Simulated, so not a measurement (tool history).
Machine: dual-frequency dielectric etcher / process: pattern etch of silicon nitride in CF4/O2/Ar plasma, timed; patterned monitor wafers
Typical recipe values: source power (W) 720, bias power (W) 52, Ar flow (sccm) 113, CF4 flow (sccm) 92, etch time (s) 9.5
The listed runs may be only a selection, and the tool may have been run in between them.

run	day	source power (W)	bias power (W)	Ar flow (sccm)	CF4 flow (sccm)	etch time (s)	wafers since the last listed run	hours since the last wet clean	hours since the last source power generator calibration	hours since the last bias power generator calibration	hours since the last Ar flow controller change	hours since the last CF4 flow controller change	hours since the last upper electrode change	hours since the gauge calibration	read-back reference wafer on the same gauge, depth_nm	mean etch depth across the wafer (Å)
1	0	720	52	113	92	9.5	0	87.4	2683	1989.5	4241.9	4215.9	3265.7	433.5	24.19	272.2
2	0.671	720	52	113	92	9.5	324	103.5	2699.1	2005.6	4258	4232	3281.8	449.6	24.19	271.6
3	1.146	870	47	113	108	8.5	230	114.9	2710.5	2017	4269.4	4243.4	3293.2	461	24.22	295.4
# day 1.521: Ar flow controller replaced
4	1.688	800	52	113	109	8	141	127.9	2723.5	2030	4	4256.4	3306.2	474	24.21	262.2
5	2.438	560	59	141	92	8	363	145.9	2741.5	2048	22	4274.4	3324.2	492	24.15	176.2
# day 2.846: source power generator calibrated
6	2.946	720	52	100	92	9.5	165	158.1	2.4	2060.2	34.2	4286.6	3336.4	504.2	24.19	279.4
# day 3.4: bias power generator calibrated
# day 3.892: gauge calibrated
# day 4.175: upper electrode replaced, of another model than before
7	5.158	720	52	87	92	12	615	211.2	55.5	42.2	87.3	4339.7	23.6	30.4	24.16	361.8
8	5.629	720	52	113	92	9.5	228	222.5	66.8	53.5	98.6	4351	34.9	41.7	24.17	275.3
# day 6.271: CF4 flow controller replaced
9	6.292	720	52	113	92	9.5	199	238.4	82.7	69.4	114.5	0.5	50.8	57.6	24.23	274.5
10	6.992	720	52	88	92	9.5	339	255.2	99.5	86.2	131.3	17.3	67.6	74.4	24.16	287.3
11	7.604	780	52	113	92	9.5	296	269.9	114.2	100.9	146	32	82.3	89.1	24.15	313
12	8.162	720	45	132	103	7	270	283.3	127.6	114.3	159.4	45.4	95.7	102.5	24.19	197
13	8.517	630	52	96	92	9.5	171	291.8	136.1	122.8	167.9	53.9	104.2	111	24.22	224.8
14	8.892	790	52	113	82	7.5	181	300.8	145.1	131.8	176.9	62.9	113.2	120	24.15	248.8
15	9.542	720	62	129	110	11	314	316.4	160.7	147.4	192.5	78.5	128.8	135.6	24.17	328.7
16	10.017	720	40	134	79	7	230	327.8	172.1	158.8	203.9	89.9	140.2	147	24.19	185.5
17	10.308	850	52	113	73	9.5	141	334.8	179.1	165.8	210.9	96.9	147.2	154	24.22	346.9
18	10.642	720	43	104	103	9.5	161	342.8	187.1	173.8	218.9	104.9	155.2	162	24.14	276.2
19	11.254	720	52	113	92	9.5	296	357.5	201.8	188.5	233.6	119.6	169.9	176.7	24.18	276.1
20	11.704	720	52	113	92	9.5	218	368.3	212.6	199.3	244.4	130.4	180.7	187.5	24.16	278.7
21	12.208	720	61	113	92	9.5	244	380.4	224.7	211.4	256.5	142.5	192.8	199.6	24.22	284.8
# day 13.888: wet clean of the chamber
22	13.908	720	52	113	92	9.5	339	0.5	265.5	252.2	297.3	183.3	233.6	240.4	24.19	270.3

Predict each of these 3 candidate next runs independently; none follows another, all start after run 22:
A	13.925	650	52	113	92	9.5	8	0.9	265.9	252.6	297.7	183.7	234	240.8	?	?
B	13.925	720	41	86	98	9.5	8	0.9	265.9	252.6	297.7	183.7	234	240.8	?	?
C	13.925	880	52	126	83	9.5	8	0.9	265.9	252.6	297.7	183.7	234	240.8	?	?

run	read-back reference wafer on the same gauge, depth_nm	mean etch depth across the wafer (Å)
A	24.2	224.4
B	24.2	272.7
C	24.2	350.5
Without the tool's unlogged condition, the same runs would have read:
run	mean etch depth across the wafer (Å)
A	223.9
B	272.1
C	349.8

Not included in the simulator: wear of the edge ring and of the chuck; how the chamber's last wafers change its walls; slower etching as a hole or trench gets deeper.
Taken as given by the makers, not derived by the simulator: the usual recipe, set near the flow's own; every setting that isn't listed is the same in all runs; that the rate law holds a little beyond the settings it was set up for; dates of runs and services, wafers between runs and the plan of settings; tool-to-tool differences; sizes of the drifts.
